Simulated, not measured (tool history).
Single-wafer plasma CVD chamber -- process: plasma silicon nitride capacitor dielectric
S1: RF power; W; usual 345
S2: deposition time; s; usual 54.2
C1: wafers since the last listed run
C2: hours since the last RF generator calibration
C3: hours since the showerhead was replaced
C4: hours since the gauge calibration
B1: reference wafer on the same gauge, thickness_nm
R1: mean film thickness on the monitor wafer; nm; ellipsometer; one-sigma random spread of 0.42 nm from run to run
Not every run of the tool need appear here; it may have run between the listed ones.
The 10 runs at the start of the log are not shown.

run	hour	S1	S2	C1	C2	C3	C4	B1	R1
11	125.6	325	54.2	242	2127.3	6532.6	270.7	68.535	70.894
# hour 142.9: RF generator calibrated
12	143.4	325	54.2	237	0.5	6550.4	288.5	68.557	71.197
13	153.8	325	54.2	252	10.9	6560.8	298.9	68.625	71.154
14	164.9	345	54.2	269	22	6571.9	310	68.645	72.75
15	180.5	345	54.2	378	37.6	6587.5	325.6	68.557	72.519
# hour 190.9: gauge calibrated
16	193	315	49.5	303	50.1	6600	2.1	68.54	64.855
17	200.2	345	54.2	174	57.3	6607.2	9.3	68.583	72.811
18	208.2	345	49	194	65.3	6615.2	17.3	68.479	65.56
19	222	345	54.2	334	79.1	6629	31.1	68.7	73.778
20	235.6	345	54.2	330	92.7	6642.6	44.7	68.633	72.8
21	248.4	345	62.2	310	105.5	6655.4	57.5	68.631	83.271
22	258.6	345	54.2	247	115.7	6665.6	67.7	68.543	72.994
23	275.7	285	43.9	414	132.8	6682.7	84.8	68.545	55.574
# hour 288.9: showerhead replaced
24	289.4	345	46.1	138	146.5	0.5	98.5	68.593	62.135
25	291.8	345	54.2	58	148.9	2.9	100.9	68.69	72.523
26	300	275	50.2	198	157.1	11.1	109.1	68.678	63.607
27	314.2	345	54.2	344	171.3	25.3	123.3	68.642	72.505
28	324.9	345	54.2	259	182	36	134	68.561	73.131
29	340.4	345	59	376	197.5	51.5	149.5	68.685	79.847
30	356.6	345	46.1	393	213.7	67.7	165.7	68.587	62.165
31	364.5	295	58.1	191	221.6	75.6	173.6	68.64	74.705

Run 32 comes next. What will it give?
32	392.3	345	47.6	674	249.4	103.4	201.4	?	?

{"run 32": {"B1": 68.515, "R1": 63.684}}
Had the tool carried no hidden state, the very same run would have given R1 63.684 nm.
